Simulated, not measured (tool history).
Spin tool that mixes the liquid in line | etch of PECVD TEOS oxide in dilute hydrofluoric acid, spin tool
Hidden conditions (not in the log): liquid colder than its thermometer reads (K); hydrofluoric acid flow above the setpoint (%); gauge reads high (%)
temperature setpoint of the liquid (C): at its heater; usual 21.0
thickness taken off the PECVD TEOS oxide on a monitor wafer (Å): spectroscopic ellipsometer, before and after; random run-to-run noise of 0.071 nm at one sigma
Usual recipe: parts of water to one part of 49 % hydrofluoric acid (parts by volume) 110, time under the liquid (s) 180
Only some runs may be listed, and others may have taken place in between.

run	hour	temperature setpoint of the liquid (C)	parts of water to one part of 49 % hydrofluoric acid (parts by volume)	time under the liquid (s)	wafers since the last listed run	hours since the thermometer was replaced	hours since the hydrofluoric acid flow meter was replaced	hours since the gauge calibration	read-back film thickness of the PECVD TEOS oxide reference wafer, read on the same gauge (nm)	thickness taken off the PECVD TEOS oxide on a monitor wafer (Å)
1	0.0	21.0	110	180	0	1225.6	1149.3	39.9	120.00	120.7
2	7.4	17.5	110	180	68	1233.0	1156.7	47.3	120.00	103.9
3	17.1	17.5	110	180	90	1242.7	1166.4	57.0	120.00	103.5
4	25.2	19.0	110	180	75	1250.8	1174.5	65.1	119.99	110.8
5	33.8	21.0	110	180	79	1259.4	1183.1	73.7	120.01	120.7
6	42.8	21.0	110	180	83	1268.4	1192.1	82.7	120.00	120.8
7	53.8	21.0	110	180	102	1279.4	1203.1	93.7	119.99	120.6
8	64.8	21.0	110	180	102	1290.4	1214.1	104.7	119.98	120.4
9	81.0	21.0	140	180	150	1306.6	1230.3	120.9	120.00	91.7
10	91.5	21.0	140	180	97	1317.1	1240.8	131.4	120.01	90.8
# hour 105.2: hydrofluoric acid flow meter replaced
11	108.5	22.0	125	180	148	1334.1	3.3	148.4	119.98	107.2
12	120.2	21.0	145	180	108	1345.8	15.0	160.1	120.01	87.5
13	137.7	22.5	155	210	162	1363.3	32.5	177.6	120.01	100.3
# hour 150.8: gauge calibrated
14	154.2	23.5	110	220	153	1379.8	49.0	3.4	120.01	160.1
15	171.6	21.0	110	180	161	1397.2	66.4	20.8	119.99	119.6
16	187.2	21.0	110	180	144	1412.8	82.0	36.4	120.00	117.5
# hour 199.1: thermometer replaced
17	199.6	21.0	110	180	105	0.5	94.4	48.8	119.99	133.8
18	211.8	24.5	165	115	113	12.7	106.6	61.0	120.01	61.3
19	229.1	21.0	110	180	160	30.0	123.9	78.3	120.01	132.4
20	235.1	21.0	60	180	55	36.0	129.9	84.3	120.02	257.6
21	250.0	21.0	95	290	138	50.9	144.8	99.2	120.01	251.0
22	265.9	18.5	160	120	147	66.8	160.7	115.1	120.01	52.8

What was the tool's hidden state at every run in the log?
hydrofluoric acid flow above the setpoint (%): 0 on each run
gauge reads high (%): 0 on each run
H1: liquid colder than its thermometer reads (K)
run	H1
1	2.65
2	2.66
3	2.68
4	2.7
5	2.71
6	2.73
7	2.75
8	2.77
9	2.81
10	2.83
11	2.86
12	2.89
13	2.92
14	2.95
15	2.99
16	3.02
17	0.156
18	0.18
19	0.214
20	0.226
21	0.256
22	0.288

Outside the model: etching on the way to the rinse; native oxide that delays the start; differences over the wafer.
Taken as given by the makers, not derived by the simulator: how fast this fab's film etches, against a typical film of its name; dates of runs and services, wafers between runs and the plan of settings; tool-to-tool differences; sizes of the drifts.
